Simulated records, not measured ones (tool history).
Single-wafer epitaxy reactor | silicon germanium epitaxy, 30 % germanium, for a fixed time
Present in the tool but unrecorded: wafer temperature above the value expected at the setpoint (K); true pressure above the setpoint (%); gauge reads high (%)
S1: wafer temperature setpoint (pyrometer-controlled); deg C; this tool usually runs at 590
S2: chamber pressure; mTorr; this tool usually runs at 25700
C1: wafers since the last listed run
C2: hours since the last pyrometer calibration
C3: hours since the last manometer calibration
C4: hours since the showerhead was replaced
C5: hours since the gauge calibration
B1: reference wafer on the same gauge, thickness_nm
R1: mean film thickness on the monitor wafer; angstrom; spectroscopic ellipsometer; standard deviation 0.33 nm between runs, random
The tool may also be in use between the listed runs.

| run | hour | S1 | S2 | C1 | C2 | C3 | C4 | C5 | B1 | R1 |
|---|---|---|---|---|---|---|---|---|---|---|
| 1 | 0.0 | 590 | 25700 | 0 | 2126.0 | 1819.4 | 4347.1 | 269.2 | 62.928 | 503.94 |
| 2 | 32.5 | 590 | 25700 | 731 | 2158.5 | 1851.9 | 4379.6 | 301.7 | 63.081 | 505.97 |
| 3 | 64.9 | 590 | 25700 | 728 | 2190.9 | 1884.3 | 4412.0 | 334.1 | 63.054 | 509.14 |
| 4 | 84.1 | 582 | 20800 | 431 | 2210.1 | 1903.5 | 4431.2 | 353.3 | 63.050 | 386.66 |
| 5 | 111.8 | 582 | 20800 | 623 | 2237.8 | 1931.2 | 4458.9 | 381.0 | 63.050 | 387.86 |
| 6 | 139.1 | 582 | 20800 | 614 | 2265.1 | 1958.5 | 4486.2 | 408.3 | 62.986 | 383.88 |
| 7 | 161.0 | 590 | 21800 | 492 | 2287.0 | 1980.4 | 4508.1 | 430.2 | 62.985 | 461.15 |
| 8 | 192.2 | 590 | 23200 | 701 | 2318.2 | 2011.6 | 4539.3 | 461.4 | 63.091 | 474.62 |
| 9 | 219.1 | 590 | 23200 | 605 | 2345.1 | 2038.5 | 4566.2 | 488.3 | 62.969 | 471.26 |
| 10 | 254.5 | 590 | 23200 | 796 | 2380.5 | 2073.9 | 4601.6 | 523.7 | 63.121 | 475.26 |
| 11 | 278.8 | 590 | 25700 | 546 | 2404.8 | 2098.2 | 4625.9 | 548.0 | 63.140 | 501.26 |
| 12 | 296.6 | 590 | 25700 | 400 | 2422.6 | 2116.0 | 4643.7 | 565.8 | 62.950 | 497.51 |
| 13 | 321.5 | 590 | 25700 | 560 | 2447.5 | 2140.9 | 4668.6 | 590.7 | 62.966 | 498.46 |
| 14 | 354.9 | 590 | 25700 | 751 | 2480.9 | 2174.3 | 4702.0 | 624.1 | 63.001 | 501.30 |
|  | 368.0 | showerhead replaced |
| 15 | 378.1 | 590 | 25700 | 341 | 2504.1 | 2197.5 | 10.1 | 647.3 | 62.920 | 500.85 |
| 16 | 392.9 | 578 | 25700 | 332 | 2518.9 | 2212.3 | 24.9 | 662.1 | 62.985 | 381.53 |
|  | 402.2 | capacitance manometer re-zeroed and calibrated |
| 17 | 412.8 | 578 | 25700 | 267 | 2538.8 | 10.6 | 44.8 | 682.0 | 62.999 | 377.32 |
| 18 | 434.9 | 590 | 25700 | 497 | 2560.9 | 32.7 | 66.9 | 704.1 | 62.871 | 497.45 |
| 19 | 454.5 | 590 | 25700 | 440 | 2580.5 | 52.3 | 86.5 | 723.7 | 63.025 | 493.72 |
| 20 | 518.9 | 590 | 25700 | 1448 | 2644.9 | 116.7 | 150.9 | 788.1 | 63.043 | 493.60 |
| 21 | 551.6 | 590 | 21800 | 735 | 2677.6 | 149.4 | 183.6 | 820.8 | 62.893 | 458.48 |
| 22 | 587.1 | 601 | 25700 | 798 | 2713.1 | 184.9 | 219.1 | 856.3 | 62.977 | 615.76 |
| 23 | 600.5 | 596 | 28000 | 301 | 2726.5 | 198.3 | 232.5 | 869.7 | 62.950 | 579.13 |
|  | 621.4 | pyrometer calibrated |
| 24 | 621.9 | 583 | 25700 | 301 | 0.5 | 219.7 | 253.9 | 891.1 | 62.947 | 490.30 |
| 25 | 638.3 | 590 | 25700 | 368 | 16.9 | 236.1 | 270.3 | 907.5 | 63.033 | 566.38 |
| 26 | 668.8 | 590 | 25700 | 686 | 47.4 | 266.6 | 300.8 | 938.0 | 62.852 | 567.21 |

The next listed run, before its measurement:
|  | 673.5 | gauge calibrated |
| 27 | 687.1 | 580 | 29500 | 411 | 65.7 | 284.9 | 319.1 | 13.6 | ? | ? |

B1: 62.928
R1: 484.13 angstrom
Minus the tool's unlogged condition, the same run would have read R1 484.65 angstrom.

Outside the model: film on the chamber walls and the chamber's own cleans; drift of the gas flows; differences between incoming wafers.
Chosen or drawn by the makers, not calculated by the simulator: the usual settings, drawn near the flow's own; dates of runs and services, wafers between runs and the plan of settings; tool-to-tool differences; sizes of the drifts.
